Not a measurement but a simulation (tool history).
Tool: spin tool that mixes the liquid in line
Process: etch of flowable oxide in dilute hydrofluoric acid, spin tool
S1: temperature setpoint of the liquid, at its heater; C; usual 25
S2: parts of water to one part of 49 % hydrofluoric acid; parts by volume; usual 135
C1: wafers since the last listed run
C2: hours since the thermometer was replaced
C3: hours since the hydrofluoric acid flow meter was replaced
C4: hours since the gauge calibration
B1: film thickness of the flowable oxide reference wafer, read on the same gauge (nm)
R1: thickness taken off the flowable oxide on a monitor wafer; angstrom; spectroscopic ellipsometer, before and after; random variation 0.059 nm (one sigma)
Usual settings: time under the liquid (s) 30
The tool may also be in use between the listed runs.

{"run": 1, "hour": 0.0, "S1": 25, "S2": 135, "time under the liquid (s)": 30, "C1": 0, "C2": 236.8, "C3": 1431, "C4": 425.6, "B1": 69.93, "R1": 65.1}
{"run": 2, "hour": 31.5, "S1": 25, "S2": 135, "time under the liquid (s)": 30, "C1": 350, "C2": 268.3, "C3": 1462.5, "C4": 457.1, "B1": 69.98, "R1": 64.9}
{"run": 3, "hour": 79.1, "S1": 25, "S2": 135, "time under the liquid (s)": 30, "C1": 529, "C2": 315.9, "C3": 1510.1, "C4": 504.7, "B1": 70.04, "R1": 64.2}
{"run": 4, "hour": 122.5, "S1": 25, "S2": 135, "time under the liquid (s)": 30, "C1": 483, "C2": 359.3, "C3": 1553.5, "C4": 548.1, "B1": 70, "R1": 63.4}
{"run": 5, "hour": 155.7, "S1": 25, "S2": 135, "time under the liquid (s)": 30, "C1": 369, "C2": 392.5, "C3": 1586.7, "C4": 581.3, "B1": 70.04, "R1": 62.8}
{"run": 6, "hour": 217.9, "S1": 25, "S2": 135, "time under the liquid (s)": 30, "C1": 692, "C2": 454.7, "C3": 1648.9, "C4": 643.5, "B1": 70.05, "R1": 62.5}
{"run": 7, "hour": 255.8, "S1": 25, "S2": 135, "time under the liquid (s)": 30, "C1": 421, "C2": 492.6, "C3": 1686.8, "C4": 681.4, "B1": 70.01, "R1": 60.5}
{"run": 8, "hour": 288.4, "S1": 25, "S2": 135, "time under the liquid (s)": 30, "C1": 362, "C2": 525.2, "C3": 1719.4, "C4": 714, "B1": 69.98, "R1": 61.5}
{"run": 9, "hour": 340.3, "S1": 25, "S2": 135, "time under the liquid (s)": 30, "C1": 577, "C2": 577.1, "C3": 1771.3, "C4": 765.9, "B1": 69.96, "R1": 60.7}
{"run": 10, "hour": 387.1, "S1": 25, "S2": 135, "time under the liquid (s)": 30, "C1": 520, "C2": 623.9, "C3": 1818.1, "C4": 812.7, "B1": 69.98, "R1": 60.4}
{"run": 11, "hour": 439.1, "S1": 26, "S2": 135, "time under the liquid (s)": 30, "C1": 578, "C2": 675.9, "C3": 1870.1, "C4": 864.7, "B1": 70, "R1": 61.4}
{"run": 12, "hour": 503.2, "S1": 26, "S2": 135, "time under the liquid (s)": 30, "C1": 713, "C2": 740, "C3": 1934.2, "C4": 928.8, "B1": 69.97, "R1": 61.1}
{"hour": 549.3, "done": "thermometer replaced"}
{"run": 13, "hour": 564.9, "S1": 26, "S2": 135, "time under the liquid (s)": 30, "C1": 675, "C2": 15.6, "C3": 1995.9, "C4": 990.5, "B1": 69.97, "R1": 66.9}
{"run": 14, "hour": 589.1, "S1": 25, "S2": 180, "time under the liquid (s)": 15, "C1": 269, "C2": 39.8, "C3": 2020.1, "C4": 1014.7, "B1": 69.97, "R1": 22.8}
{"run": 15, "hour": 631.7, "S1": 28.5, "S2": 175, "time under the liquid (s)": 35, "C1": 474, "C2": 82.4, "C3": 2062.7, "C4": 1057.3, "B1": 69.97, "R1": 61.3}
{"run": 16, "hour": 691.2, "S1": 25, "S2": 135, "time under the liquid (s)": 30, "C1": 662, "C2": 141.9, "C3": 2122.2, "C4": 1116.8, "B1": 70.03, "R1": 62.3}
{"run": 17, "hour": 729.7, "S1": 25, "S2": 135, "time under the liquid (s)": 30, "C1": 428, "C2": 180.4, "C3": 2160.7, "C4": 1155.3, "B1": 69.98, "R1": 62}
{"hour": 755.2, "done": "hydrofluoric acid flow meter replaced"}
{"run": 18, "hour": 788.8, "S1": 23, "S2": 95, "time under the liquid (s)": 45, "C1": 646, "C2": 239.5, "C3": 33.6, "C4": 1214.4, "B1": 70.03, "R1": 148.9}
{"hour": 812.8, "done": "gauge calibrated"}
{"run": 19, "hour": 817.7, "S1": 25, "S2": 135, "time under the liquid (s)": 30, "C1": 321, "C2": 268.4, "C3": 62.5, "C4": 4.9, "B1": 69.99, "R1": 73}
{"run": 20, "hour": 1013.9, "S1": 25, "S2": 95, "time under the liquid (s)": 30, "C1": 2183, "C2": 464.6, "C3": 258.7, "C4": 201.1, "B1": 69.95, "R1": 103.2}
{"run": 21, "hour": 1061.3, "S1": 22, "S2": 180, "time under the liquid (s)": 20, "C1": 527, "C2": 512, "C3": 306.1, "C4": 248.5, "B1": 70.01, "R1": 29}
{"run": 22, "hour": 1086.5, "S1": 25, "S2": 135, "time under the liquid (s)": 30, "C1": 280, "C2": 537.2, "C3": 331.3, "C4": 273.7, "B1": 69.99, "R1": 68.9}
{"run": 23, "hour": 1128.7, "S1": 22, "S2": 165, "time under the liquid (s)": 30, "C1": 469, "C2": 579.4, "C3": 373.5, "C4": 315.9, "B1": 70.01, "R1": 46.9}
{"run": 24, "hour": 1191.5, "S1": 30, "S2": 80, "time under the liquid (s)": 40, "C1": 699, "C2": 642.2, "C3": 436.3, "C4": 378.7, "B1": 70, "R1": 198.1}
{"run": 25, "hour": 1248.2, "S1": 26.5, "S2": 105, "time under the liquid (s)": 15, "C1": 631, "C2": 698.9, "C3": 493, "C4": 435.4, "B1": 70, "R1": 46.2}
{"hour": 1287.3, "done": "thermometer replaced"}
{"run": 26, "hour": 1315.3, "S1": 29, "S2": 115, "time under the liquid (s)": 30, "C1": 735, "C2": 28, "C3": 560.1, "C4": 502.5, "B1": 70.02, "R1": 102.4}

4 ways to go on from here, each from the tool as it stands after run 26. What would each give?
{"run": "A", "hour": 1315.7, "S1": 25, "S2": 135, "time under the liquid (s)": 30, "C1": 4, "C2": 28.4, "C3": 560.5, "C4": 502.9, "B1": "?", "R1": "?"}
{"run": "B", "hour": 1315.7, "S1": 22.5, "S2": 90, "time under the liquid (s)": 15, "C1": 4, "C2": 28.4, "C3": 560.5, "C4": 502.9, "B1": "?", "R1": "?"}
{"run": "C", "hour": 1315.7, "S1": 25, "S2": 65, "time under the liquid (s)": 30, "C1": 4, "C2": 28.4, "C3": 560.5, "C4": 502.9, "B1": "?", "R1": "?"}
{"run": "D", "hour": 1315.7, "S1": 22, "S2": 135, "time under the liquid (s)": 15, "C1": 4, "C2": 28.4, "C3": 560.5, "C4": 502.9, "B1": "?", "R1": "?"}

run=A B1=69.98 R1=71.2
run=B B1=69.98 R1=51.1
run=C B1=69.98 R1=161.7
run=D B1=69.98 R1=31.7
Without the tool's hidden state the same runs would have given:
run=A R1=74.7
run=B R1=53.6
run=C R1=169.5
run=D R1=33.3
